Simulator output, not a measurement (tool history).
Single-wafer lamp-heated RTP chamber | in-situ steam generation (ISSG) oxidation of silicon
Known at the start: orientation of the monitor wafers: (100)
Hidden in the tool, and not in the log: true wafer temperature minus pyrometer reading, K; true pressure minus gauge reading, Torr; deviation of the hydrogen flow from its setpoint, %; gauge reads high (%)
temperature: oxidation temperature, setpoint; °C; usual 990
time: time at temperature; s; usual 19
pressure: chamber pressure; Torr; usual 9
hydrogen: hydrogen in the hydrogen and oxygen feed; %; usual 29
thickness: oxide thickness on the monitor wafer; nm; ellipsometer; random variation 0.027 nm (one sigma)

| run | hour | temperature | time | pressure | hydrogen | wafers since the last listed run | wafers since the last pyrometer calibration | hours since the pressure gauge was zeroed | hours since the hydrogen flow controller was replaced | hours since the gauge calibration | read-back reference wafer on the same gauge, thickness | thickness |
|---|---|---|---|---|---|---|---|---|---|---|---|---|
| 1 | 0 | 990 | 19 | 9 | 22 | 0 | 3011 | 3308.4 | 1862.2 | 1925.3 | 4.721 | 4.842 |
| 2 | 38 | 990 | 19 | 9 | 22 | 345 | 3357 | 3346.4 | 1900.2 | 1963.3 | 4.718 | 4.81 |
| 3 | 78.7 | 990 | 19 | 9 | 29 | 370 | 3727 | 3387.1 | 1940.9 | 2004 | 4.721 | 5.133 |
| 4 | 114.8 | 990 | 19 | 9 | 29 | 328 | 4055 | 3423.2 | 1977 | 2040.1 | 4.718 | 5.177 |
| 5 | 149.3 | 990 | 19 | 9 | 29 | 313 | 4369 | 3457.7 | 2011.5 | 2074.6 | 4.721 | 5.182 |
|  | 176.8 | hydrogen flow controller replaced |
|  | 186 | pressure gauge zeroed |
| 6 | 196.6 | 990 | 19 | 9 | 29 | 284 | 4654 | 10.6 | 19.8 | 2121.9 | 4.72 | 5.218 |
| 7 | 228.5 | 990 | 19 | 9 | 29 | 290 | 4944 | 42.5 | 51.7 | 2153.8 | 4.721 | 5.257 |
| 8 | 282.8 | 990 | 19 | 10 | 29 | 493 | 5438 | 96.8 | 106 | 2208.1 | 4.72 | 5.203 |
| 9 | 331 | 990 | 25 | 9 | 29 | 438 | 5876 | 145 | 154.2 | 2256.3 | 4.716 | 6.032 |
|  | 339.6 | pyrometer window cleaned and pyrometer calibrated |
| 10 | 371.4 | 972 | 19 | 9 | 29 | 294 | 289 | 185.4 | 194.6 | 2296.7 | 4.715 | 4.794 |
| 11 | 407.5 | 980 | 14 | 9 | 29 | 328 | 617 | 221.5 | 230.7 | 2332.8 | 4.723 | 4.374 |
| 12 | 467.1 | 990 | 19 | 9 | 29 | 542 | 1159 | 281.1 | 290.3 | 2392.4 | 4.725 | 5.118 |
|  | 598.3 | gauge calibrated |
| 13 | 651.5 | 980 | 14 | 9 | 29 | 1677 | 2836 | 465.5 | 474.7 | 53.2 | 4.718 | 4.361 |
| 14 | 691.1 | 990 | 23 | 9.6 | 32 | 360 | 3196 | 505.1 | 514.3 | 92.8 | 4.726 | 5.617 |
| 15 | 723.7 | 990 | 19 | 9 | 29 | 296 | 3493 | 537.7 | 546.9 | 125.4 | 4.727 | 5.159 |
| 16 | 755.5 | 990 | 14 | 9 | 29 | 289 | 3782 | 569.5 | 578.7 | 157.2 | 4.72 | 4.558 |
| 17 | 794.9 | 1004 | 15 | 7.7 | 32 | 358 | 4141 | 608.9 | 618.1 | 196.6 | 4.722 | 5.146 |
| 18 | 856.3 | 990 | 19 | 8.2 | 32 | 558 | 4699 | 670.3 | 679.5 | 258 | 4.719 | 5.398 |
| 19 | 921.6 | 990 | 19 | 9 | 22 | 593 | 5293 | 735.6 | 744.8 | 323.3 | 4.719 | 4.97 |
| 20 | 968.8 | 990 | 13 | 9 | 29 | 429 | 5722 | 782.8 | 792 | 370.5 | 4.716 | 4.437 |
|  | 997.1 | pyrometer window cleaned and pyrometer calibrated |
| 21 | 1027.4 | 999 | 25 | 9 | 32 | 460 | 275 | 841.4 | 850.6 | 429.1 | 4.72 | 6.141 |
| 22 | 1080.3 | 990 | 19 | 9 | 20 | 481 | 756 | 894.3 | 903.5 | 482 | 4.724 | 4.666 |
| 23 | 1109.4 | 1009 | 16 | 8.1 | 32 | 264 | 1021 | 923.4 | 932.6 | 511.1 | 4.718 | 5.226 |
| 24 | 1148.5 | 975 | 22 | 9.5 | 23 | 355 | 1377 | 962.5 | 971.7 | 550.2 | 4.722 | 4.834 |
| 25 | 1213.9 | 990 | 19 | 9 | 29 | 594 | 1971 | 1027.9 | 1037.1 | 615.6 | 4.721 | 5.136 |
| 26 | 1412.9 | 1002 | 14 | 10.2 | 29 | 1809 | 3781 | 1226.9 | 1236.1 | 814.6 | 4.717 | 4.606 |
| 27 | 1480.5 | 990 | 19 | 7.8 | 29 | 614 | 4396 | 1294.5 | 1303.7 | 882.2 | 4.716 | 5.252 |
| 28 | 1544.3 | 984 | 19 | 9.8 | 29 | 580 | 4976 | 1358.3 | 1367.5 | 946 | 4.724 | 5.004 |
| 29 | 1592.4 | 990 | 19 | 9 | 29 | 437 | 5414 | 1406.4 | 1415.6 | 994.1 | 4.719 | 5.271 |
| 30 | 1617.2 | 990 | 19 | 9 | 29 | 225 | 5639 | 1431.2 | 1440.4 | 1018.9 | 4.722 | 5.218 |

What the log doesn't show, run by run:
true pressure minus gauge reading, Torr: 0 in every run
deviation of the hydrogen flow from its setpoint, %: 0 in every run
gauge reads high (%): 0 in every run
H1: true wafer temperature minus pyrometer reading, K
| run | H1 |
|---|---|
| 1 | 2.97 |
| 2 | 3.53 |
| 3 | 4.21 |
| 4 | 4.86 |
| 5 | 5.54 |
| 6 | 6.55 |
| 7 | 7.29 |
| 8 | 8.64 |
| 9 | 9.95 |
| 10 | 0.658 |
| 11 | 0.735 |
| 12 | 0.982 |
| 13 | 2.7 |
| 14 | 3.26 |
| 15 | 3.77 |
| 16 | 4.31 |
| 17 | 5.04 |
| 18 | 6.31 |
| 19 | 7.83 |
| 20 | 9.05 |
| 21 | 0.566 |
| 22 | 0.694 |
| 23 | 0.815 |
| 24 | 1.03 |
| 25 | 1.55 |
| 26 | 4.22 |
| 27 | 5.51 |
| 28 | 6.91 |
| 29 | 8.07 |
| 30 | 8.72 |
